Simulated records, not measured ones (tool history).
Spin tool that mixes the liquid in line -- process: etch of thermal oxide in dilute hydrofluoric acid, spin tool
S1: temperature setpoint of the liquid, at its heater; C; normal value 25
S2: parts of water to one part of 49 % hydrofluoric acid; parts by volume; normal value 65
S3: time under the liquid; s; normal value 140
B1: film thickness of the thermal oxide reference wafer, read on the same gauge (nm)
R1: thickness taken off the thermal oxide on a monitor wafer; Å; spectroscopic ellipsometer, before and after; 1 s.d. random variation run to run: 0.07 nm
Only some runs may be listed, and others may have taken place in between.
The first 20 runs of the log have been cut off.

Run 21, day 11.996: usual settings but S3 160 s; B1 140.02. Result: R1 117.7 Å.
Run 22, day 12.662: usual settings but S1 20.5 C; B1 140.02. Result: R1 84.9 Å.
Run 23, day 13.217: usual settings but S1 23.5 C; B1 140.03. Result: R1 98 Å.
Run 24, day 13.771: usual settings; B1 139.99. Result: R1 101.6 Å.
Run 25, day 14.221: usual settings but S1 28.5 C; B1 139.95. Result: R1 116.8 Å.
Run 26, day 14.817: usual settings; B1 139.98. Result: R1 103.7 Å.
Run 27, day 15.55: usual settings but S1 29 C, S2 75 parts by volume, S3 75 s; B1 140. Result: R1 55.4 Å.
Run 28, day 15.808: usual settings but S3 110 s; B1 139.99. Result: R1 79.2 Å.
Run 29, day 16.371: usual settings; B1 140. Result: R1 102.4 Å.
Run 30, day 16.975: usual settings; B1 139.98. Result: R1 101.3 Å.
Run 31, day 17.5: usual settings but S1 27.5 C, S2 80 parts by volume, S3 205 s; B1 140.02. Result: R1 130.6 Å.
Run 32, day 18.25: usual settings but S2 90 parts by volume, S3 60 s; B1 139.98. Result: R1 30.8 Å.
Run 33, day 18.738: usual settings but S1 23.5 C; B1 139.97. Result: R1 95.5 Å.
Run 34, day 19.333: usual settings but S1 22 C, S3 110 s; B1 139.99. Result: R1 70.7 Å.
Run 35, day 19.821: usual settings but S1 27.5 C; B1 140. Result: R1 113.3 Å.

Below are 3 alternative next runs, each starting from the tool's condition after run 35. Predict each:
Run A, day 19.842: usual settings; B1 ?. Result: R1 ?.
Run B, day 19.842: usual settings but S1 23.5 C, S3 65 s; B1 ?. Result: R1 ?.
Run C, day 19.842: usual settings but S1 27 C, S2 40 parts by volume, S3 75 s; B1 ?. Result: R1 ?.

run   B1     R1
  A  140  101.4
  B  140   44.3
  C  140   99.1
With the hidden condition removed and each run's random variation left untouched, the same runs would have given:
run     R1
  A    103
  B     45
  C  100.7
